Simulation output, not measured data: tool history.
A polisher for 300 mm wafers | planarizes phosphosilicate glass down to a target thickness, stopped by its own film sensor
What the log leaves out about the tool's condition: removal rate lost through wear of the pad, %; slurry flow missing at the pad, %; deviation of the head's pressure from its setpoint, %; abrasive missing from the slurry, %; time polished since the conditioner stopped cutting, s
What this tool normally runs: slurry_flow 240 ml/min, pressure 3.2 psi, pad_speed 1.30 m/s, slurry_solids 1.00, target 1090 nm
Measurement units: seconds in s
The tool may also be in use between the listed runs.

run	day	slurry_flow	pressure	pad_speed	slurry_solids	target	wafers since the last listed run	wafers polished on this pad	hours since the slurry nozzle was cleaned	hours since the head pressure was calibrated	hours since the slurry blender was calibrated	hours since the conditioning disc was replaced	incoming thickness of the incoming film, nm	seconds
1	0.000	240	3.2	1.30	1.00	1090	0	633	414.1	672.1	373.7	138.1	1775.8	67.1
# day 0.450: worn pad replaced by a new one
# day 0.779: slurry blender recalibrated
2	1.171	240	3.2	1.30	1.00	1090	159	110	442.2	700.2	9.4	166.2	1803.7	70.0
3	1.829	240	3.2	1.30	1.00	1090	114	224	458.0	716.0	25.2	182.0	1776.1	67.9
4	3.188	240	3.2	1.30	1.00	1090	235	459	490.6	748.6	57.8	214.6	1789.4	70.1
5	4.025	275	3.2	1.30	1.00	1090	145	604	510.7	768.7	77.9	234.7	1777.4	67.5
6	4.938	240	3.2	1.66	1.00	1090	158	762	532.6	790.6	99.8	256.6	1779.7	58.9
# day 5.217: worn pad replaced by a new one
7	6.333	240	3.2	1.66	1.00	1090	212	193	566.1	824.1	133.3	290.1	1771.1	58.0
8	7.546	240	3.2	1.30	0.80	1090	210	403	595.2	853.2	162.4	319.2	1764.7	73.7
9	8.350	240	3.2	1.30	0.80	1090	139	543	614.5	872.5	181.7	338.5	1758.4	74.1
# day 8.858: worn pad replaced by a new one
10	9.438	205	3.2	1.50	1.00	1090	159	100	640.6	898.6	207.8	364.6	1750.9	65.6
# day 10.267: slurry nozzle cleaned
11	10.588	240	3.2	1.30	1.00	1090	192	292	7.7	926.2	235.4	392.2	1793.5	66.7
12	11.996	240	3.2	1.14	1.00	1090	244	536	41.5	960.0	269.2	426.0	1758.9	70.5
# day 12.471: worn pad replaced by a new one
13	13.054	240	2.8	1.62	1.15	1272	154	101	66.9	985.4	294.6	451.4	1758.8	41.5
14	14.004	275	3.2	1.30	1.00	1090	164	265	89.7	1008.2	317.4	474.2	1745.9	62.8
# day 14.458: slurry blender recalibrated
# day 14.683: head pressure recalibrated
15	15.225	190	3.2	1.30	1.00	1282	182	448	119.0	13.0	18.4	503.5	1746.3	46.3
# day 15.600: conditioning disc replaced and pad reconditioned
16	15.888	240	3.2	1.30	1.00	1090	100	548	134.9	28.9	34.3	6.9	1786.5	67.5
# day 16.750: worn pad replaced by a new one
17	16.771	300	3.8	1.30	0.90	1325	124	3	156.1	50.1	55.5	28.1	1759.1	37.5
18	17.788	240	3.2	1.64	1.20	1090	176	179	180.5	74.5	79.9	52.5	1775.4	52.4
19	19.000	240	3.2	1.30	1.00	1090	210	390	209.6	103.6	109.0	81.6	1786.0	66.7
20	19.500	240	2.4	0.90	1.00	1199	86	476	221.6	115.6	121.0	93.6	1736.5	79.3
21	20.121	240	3.2	1.30	1.20	1168	107	584	236.5	130.5	135.9	108.5	1791.7	57.4

Each row is a separate what-if for the run after 21, all from the same tool condition, not one after another. Results?
A	20.138	240	3.2	1.30	1.00	1090	2	587	236.9	130.9	136.3	108.9	1760.6	?
B	20.138	170	3.2	1.30	1.25	1090	2	587	236.9	130.9	136.3	108.9	1760.6	?
C	20.138	165	3.2	1.04	1.20	1090	2	587	236.9	130.9	136.3	108.9	1760.6	?
D	20.138	240	3.2	1.12	1.00	1297	2	587	236.9	130.9	136.3	108.9	1760.6	?

run	seconds
A	65.4
B	64.9
C	77.6
D	50.4
With the hidden condition removed and each run's random variation left untouched, the same runs would have given:
run	seconds
A	65.0
B	64.3
C	76.8
D	50.0
